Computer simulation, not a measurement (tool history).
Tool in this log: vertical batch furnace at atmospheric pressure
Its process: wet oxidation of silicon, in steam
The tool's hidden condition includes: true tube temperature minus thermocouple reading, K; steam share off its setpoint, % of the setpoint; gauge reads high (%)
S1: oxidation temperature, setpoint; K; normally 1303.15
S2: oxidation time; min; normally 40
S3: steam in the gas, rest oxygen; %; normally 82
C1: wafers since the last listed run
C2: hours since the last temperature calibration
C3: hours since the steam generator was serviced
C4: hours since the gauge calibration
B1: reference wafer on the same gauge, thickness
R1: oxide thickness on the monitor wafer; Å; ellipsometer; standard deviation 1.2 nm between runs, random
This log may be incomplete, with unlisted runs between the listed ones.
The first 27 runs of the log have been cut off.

run,hour,S1,S2,S3,C1,C2,C3,C4,B1,R1
28,2017.5,1315.15,25,85,1205,835.7,83.7,1378.3,376.25,3461.3
29,2065.6,1327.15,46,75,853,883.8,131.8,1426.4,376.17,4880.1
30,2146.3,1321.15,20,74,1432,964.5,212.5,1507.1,375.53,2884.1
31,2215.4,1303.15,40,82,1226,1033.6,281.6,1576.2,376.04,4231.3
32,2309.8,1303.15,40,82,1675,1128,376,1670.6,375.63,4227.6
# hour 2390.9: gauge calibrated
33,2391.5,1303.15,50.5,82,1450,1209.7,457.7,0.6,375.9,4864.4
34,2447.5,1280.15,40,82,994,1265.7,513.7,56.6,375.76,3722.9
35,2487.8,1303.15,47,76,715,1306,554,96.9,376.3,4447.9
36,2589.2,1303.15,56,82,1800,1407.4,655.4,198.3,375.47,5183.5
37,2679.4,1303.15,33,76,1601,1497.6,745.6,288.5,376.23,3606.1

What if the next run were any one of these 5? Each begins from the tool's condition after run 37:
A,2684.1,1303.15,40,82,83,1502.3,750.3,293.2,?,?
B,2684.1,1316.15,24.5,93,83,1502.3,750.3,293.2,?,?
C,2684.1,1292.15,40,74,83,1502.3,750.3,293.2,?,?
D,2684.1,1321.15,48,90,83,1502.3,750.3,293.2,?,?
E,2684.1,1286.15,50,82,83,1502.3,750.3,293.2,?,?

run,B1,R1
A,375.46,4229.3
B,375.46,3629.1
C,375.46,3746.6
D,375.46,5404.3
E,375.46,4429.2
Without the tool's unlogged condition, the same runs would have read:
run,R1
A,4141.7
B,3553.8
C,3659.9
D,5312.2
E,4331.2
